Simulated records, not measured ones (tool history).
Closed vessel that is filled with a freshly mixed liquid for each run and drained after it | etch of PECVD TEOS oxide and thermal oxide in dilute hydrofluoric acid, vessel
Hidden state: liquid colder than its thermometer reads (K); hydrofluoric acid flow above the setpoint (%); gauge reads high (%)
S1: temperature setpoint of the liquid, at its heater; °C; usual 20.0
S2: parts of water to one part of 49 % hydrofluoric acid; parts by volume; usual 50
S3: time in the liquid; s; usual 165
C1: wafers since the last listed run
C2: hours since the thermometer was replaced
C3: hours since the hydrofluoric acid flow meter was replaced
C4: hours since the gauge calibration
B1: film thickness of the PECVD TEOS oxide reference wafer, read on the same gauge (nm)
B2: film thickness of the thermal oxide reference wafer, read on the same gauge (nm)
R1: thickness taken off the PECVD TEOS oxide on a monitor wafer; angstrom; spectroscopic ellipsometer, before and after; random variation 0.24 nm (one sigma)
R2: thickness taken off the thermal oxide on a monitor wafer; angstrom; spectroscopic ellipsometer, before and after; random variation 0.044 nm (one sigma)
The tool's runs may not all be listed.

{"run": 1, "hour": 0.0, "S1": 20.0, "S2": 50, "S3": 165, "C1": 0, "C2": 1463.1, "C3": 224.5, "C4": 692.8, "B1": 30.02, "B2": 79.97, "R1": 446.1, "R2": 135.8}
{"run": 2, "hour": 57.7, "S1": 20.0, "S2": 50, "S3": 165, "C1": 3304, "C2": 1520.8, "C3": 282.2, "C4": 750.5, "B1": 30.0, "B2": 80.01, "R1": 442.0, "R2": 134.7}
{"run": 3, "hour": 117.8, "S1": 20.0, "S2": 50, "S3": 165, "C1": 3442, "C2": 1580.9, "C3": 342.3, "C4": 810.6, "B1": 29.99, "B2": 80.0, "R1": 439.4, "R2": 135.0}
{"run": 4, "hour": 170.5, "S1": 20.0, "S2": 50, "S3": 165, "C1": 3018, "C2": 1633.6, "C3": 395.0, "C4": 863.3, "B1": 29.99, "B2": 80.04, "R1": 442.6, "R2": 134.2}
{"run": 5, "hour": 235.1, "S1": 20.0, "S2": 50, "S3": 165, "C1": 3699, "C2": 1698.2, "C3": 459.6, "C4": 927.9, "B1": 29.98, "B2": 79.98, "R1": 440.9, "R2": 133.9}
{"run": 6, "hour": 293.7, "S1": 20.0, "S2": 50, "S3": 165, "C1": 3356, "C2": 1756.8, "C3": 518.2, "C4": 986.5, "B1": 29.99, "B2": 80.0, "R1": 440.1, "R2": 133.7}
{"run": 7, "hour": 320.6, "S1": 20.0, "S2": 50, "S3": 165, "C1": 1540, "C2": 1783.7, "C3": 545.1, "C4": 1013.4, "B1": 30.0, "B2": 80.02, "R1": 439.7, "R2": 133.5}
{"run": 8, "hour": 374.6, "S1": 17.0, "S2": 50, "S3": 165, "C1": 3092, "C2": 1837.7, "C3": 599.1, "C4": 1067.4, "B1": 30.01, "B2": 79.97, "R1": 383.3, "R2": 117.0}
{"run": 9, "hour": 441.4, "S1": 17.0, "S2": 50, "S3": 165, "C1": 3825, "C2": 1904.5, "C3": 665.9, "C4": 1134.2, "B1": 29.97, "B2": 79.96, "R1": 384.6, "R2": 116.8}
{"run": 10, "hour": 508.2, "S1": 20.0, "S2": 50, "S3": 165, "C1": 3825, "C2": 1971.3, "C3": 732.7, "C4": 1201.0, "B1": 29.99, "B2": 80.04, "R1": 433.7, "R2": 132.3}
{"hour": 532.3, "done": "gauge calibrated"}
{"run": 11, "hour": 570.2, "S1": 22.0, "S2": 50, "S3": 165, "C1": 3550, "C2": 2033.3, "C3": 794.7, "C4": 37.9, "B1": 30.0, "B2": 80.03, "R1": 475.5, "R2": 145.1}
{"run": 12, "hour": 629.1, "S1": 20.0, "S2": 65, "S3": 165, "C1": 3373, "C2": 2092.2, "C3": 853.6, "C4": 96.8, "B1": 30.02, "B2": 80.0, "R1": 330.0, "R2": 100.6}
{"run": 13, "hour": 685.6, "S1": 20.0, "S2": 65, "S3": 165, "C1": 3235, "C2": 2148.7, "C3": 910.1, "C4": 153.3, "B1": 30.04, "B2": 79.97, "R1": 328.0, "R2": 100.1}
{"run": 14, "hour": 710.5, "S1": 20.0, "S2": 40, "S3": 125, "C1": 1426, "C2": 2173.6, "C3": 935.0, "C4": 178.2, "B1": 29.97, "B2": 80.0, "R1": 416.1, "R2": 126.7}
{"run": 15, "hour": 773.1, "S1": 17.0, "S2": 65, "S3": 225, "C1": 3585, "C2": 2236.2, "C3": 997.6, "C4": 240.8, "B1": 30.01, "B2": 80.01, "R1": 395.7, "R2": 119.5}
{"run": 16, "hour": 825.8, "S1": 23.5, "S2": 50, "S3": 225, "C1": 3018, "C2": 2288.9, "C3": 1050.3, "C4": 293.5, "B1": 29.96, "B2": 80.0, "R1": 681.5, "R2": 208.0}
{"hour": 829.7, "done": "hydrofluoric acid flow meter replaced"}
{"run": 17, "hour": 875.9, "S1": 17.0, "S2": 30, "S3": 165, "C1": 2812, "C2": 2339.0, "C3": 46.2, "C4": 343.6, "B1": 30.01, "B2": 79.99, "R1": 644.8, "R2": 196.8}
{"run": 18, "hour": 909.8, "S1": 20.0, "S2": 50, "S3": 165, "C1": 1941, "C2": 2372.9, "C3": 80.1, "C4": 377.5, "B1": 30.05, "B2": 80.01, "R1": 431.6, "R2": 131.0}
{"hour": 922.8, "done": "thermometer replaced"}
{"run": 19, "hour": 966.7, "S1": 23.5, "S2": 35, "S3": 190, "C1": 3201, "C2": 43.9, "C3": 137.0, "C4": 434.4, "B1": 30.0, "B2": 80.03, "R1": 893.7, "R2": 273.4}
{"run": 20, "hour": 1029.3, "S1": 24.0, "S2": 25, "S3": 125, "C1": 3585, "C2": 106.5, "C3": 199.6, "C4": 497.0, "B1": 29.99, "B2": 79.98, "R1": 860.5, "R2": 261.5}
{"run": 21, "hour": 1087.2, "S1": 23.0, "S2": 30, "S3": 110, "C1": 3316, "C2": 164.4, "C3": 257.5, "C4": 554.9, "B1": 30.0, "B2": 80.0, "R1": 595.4, "R2": 181.3}

The next listed run, before its measurement:
{"run": 22, "hour": 1238.1, "S1": 23.0, "S2": 35, "S3": 165, "C1": 8642, "C2": 315.3, "C3": 408.4, "C4": 705.8, "B1": "?", "B2": "?", "R1": "?", "R2": "?"}

Run 22 gave B1 30.01, B2 80.06, R1 764.9 angstrom, R2 230.1 angstrom.
Without the tool's hidden state the same run would have given R1 777.2 angstrom, R2 233.8 angstrom.
